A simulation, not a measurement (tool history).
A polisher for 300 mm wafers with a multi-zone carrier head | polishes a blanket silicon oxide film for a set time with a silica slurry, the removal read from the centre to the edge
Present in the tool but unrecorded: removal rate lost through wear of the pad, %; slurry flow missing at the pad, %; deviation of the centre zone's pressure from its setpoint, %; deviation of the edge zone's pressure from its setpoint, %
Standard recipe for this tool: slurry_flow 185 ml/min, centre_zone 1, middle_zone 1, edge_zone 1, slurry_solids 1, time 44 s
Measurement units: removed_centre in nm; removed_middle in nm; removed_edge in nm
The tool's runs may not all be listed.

run,hour,slurry_flow,centre_zone,middle_zone,edge_zone,slurry_solids,time,wafers since the last listed run,wafers polished on this pad,hours since the slurry nozzle was cleaned,hours since the centre zone pressure was calibrated,hours since the edge zone pressure was calibrated,hours since the carrier head's membrane was replaced,"incoming thickness of the incoming film, nm",removed_centre,removed_middle,removed_edge
1,0,240,1,1,1.04,1,54,0,4,130,790,739.8,150.8,1191.8,195.3,201.5,202
2,83.7,130,1,0.92,1,1.25,44,646,650,213.7,873.7,823.5,234.5,1221.9,153.9,150.2,162
3,96.6,185,0.93,0.88,1,1,44,99,750,226.6,886.6,836.4,247.4,1199.9,139.4,144.8,152.6
4,132.1,185,0.9,0.96,1,1,44,274,1024,262.1,922.1,871.9,282.9,1205.5,132.4,150.7,149.5
5,144.5,185,1,1,1,1,44,95,1119,274.5,934.5,884.3,295.3,1187.4,146.5,152.5,154
6,166.6,185,1,1,1,1,44,170,1290,296.6,956.6,906.4,317.4,1216.8,147.8,151.5,152.4
7,190.3,250,1,1,0.93,1,44,183,1473,320.3,980.3,930.1,341.1,1195.7,151.5,155.2,151.7
8,203.5,185,1,1,1,1,44,101,1575,333.5,993.5,943.3,354.3,1227.5,146.3,150.4,155.2
# hour 208.6: worn pad replaced by a new one
# hour 211.9: edge zone pressure recalibrated
9,234.8,185,1.03,1,1.06,1,30,195,187,364.8,1024.8,22.9,385.6,1211.7,107.3,108.5,108.2
# hour 258.9: slurry nozzle cleaned
10,263.3,185,1,1.09,0.96,0.85,59,212,399,4.4,1053.3,51.4,414.1,1204.6,191.7,211.2,197.8
# hour 266.2: centre zone pressure recalibrated
11,294.8,130,1,1.11,1,1.15,44,227,627,35.9,28.6,82.9,445.6,1202.6,151.2,161.2,158.2
12,326.3,185,1,1,1,1,44,243,870,67.4,60.1,114.4,477.1,1227.1,150.9,154.3,156.9
13,361.1,185,1,0.9,1.09,1,44,268,1139,102.2,94.9,149.2,511.9,1187.9,149.6,144.5,157.5
14,391.4,160,0.92,0.91,0.95,1,44,233,1373,132.5,125.2,179.5,542.2,1198.8,136,141,148.3
15,405.5,185,1,1,1,1,44,108,1482,146.6,139.3,193.6,556.3,1216.9,150.2,151.1,151.5
16,437.8,240,1,1,1.04,1,54,249,1731,178.9,171.6,225.9,588.6,1233.4,188.9,191.4,190.3
# hour 457.6: worn pad replaced by a new one
17,458.1,220,1,1,1,1,50,125,3,199.2,191.9,246.2,608.9,1216.3,181,185.5,181.9
18,508.9,185,1,1,1,1,44,392,396,250,242.7,297,659.7,1194.2,155,153.7,155.1
19,524.6,185,1,1,0.96,1,44,121,517,265.7,258.4,312.7,675.4,1209.4,151,152.8,154.1
20,542.6,185,1,1,1,1,44,139,656,283.7,276.4,330.7,693.4,1212.9,151.8,151.5,155.1
# hour 576.4: slurry nozzle cleaned
21,592.7,185,0.9,1.05,1,1,44,379,1035,16.3,326.5,380.8,743.5,1204.9,134.3,155.5,153.3

What if the next run were any one of these 4? Each begins from the tool's condition after run 21:
A,593.1,185,1,1,1,1,52,3,1038,16.7,326.9,381.2,743.9,1214.7,?,?,?
B,593.1,185,0.96,1,1,1,44,3,1038,16.7,326.9,381.2,743.9,1214.7,?,?,?
C,593.1,135,1,0.96,1.07,1,44,3,1038,16.7,326.9,381.2,743.9,1214.7,?,?,?
D,593.1,185,1,0.91,1.12,1,44,3,1038,16.7,326.9,381.2,743.9,1214.7,?,?,?

run,removed_centre,removed_middle,removed_edge
A,178.3,180,178.3
B,144.8,152.3,150.9
C,145.9,144.7,151.8
D,150.8,145.2,158.1
Without the tool's hidden state the same runs would have given:
run,removed_centre,removed_middle,removed_edge
A,189.4,190.9,189.2
B,153.8,161.6,160.1
C,154.9,153.6,161
D,160.2,154.1,167.8
